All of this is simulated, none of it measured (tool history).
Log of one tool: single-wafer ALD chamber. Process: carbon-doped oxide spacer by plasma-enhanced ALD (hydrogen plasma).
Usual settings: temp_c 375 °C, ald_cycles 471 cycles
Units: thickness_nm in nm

| run | hour | temp_c | ald_cycles | read-back reference wafer on the same gauge, thickness_nm | thickness_nm |
|---|---|---|---|---|---|
| 1 | 0 | 375 | 506 | 22.929 | 25.642 |
| 2 | 32.3 | 375 | 397 | 22.91 | 20.077 |
| 3 | 55.7 | 380 | 536 | 22.917 | 27.207 |
| 4 | 74.8 | 369 | 414 | 22.883 | 21.005 |
| 5 | 91.7 | 369 | 414 | 22.923 | 20.881 |
| 6 | 112.5 | 375 | 471 | 22.905 | 23.777 |
| 7 | 139.9 | 375 | 471 | 22.898 | 23.901 |
|  | 151.6 | gauge calibrated |
| 8 | 162.2 | 375 | 471 | 22.91 | 23.781 |
| 9 | 175.9 | 367 | 388 | 22.909 | 19.558 |
| 10 | 190.5 | 390 | 533 | 22.915 | 26.961 |
| 11 | 210 | 375 | 471 | 22.924 | 23.723 |

The next listed run, before its measurement:
| 12 | 234.6 | 361 | 399 | ? | ? |

{"run 12": {"read-back reference wafer on the same gauge, thickness_nm": 22.933, "thickness_nm": 20.157}}
Without the tool's hidden state the same run would have given thickness_nm 20.157 nm.
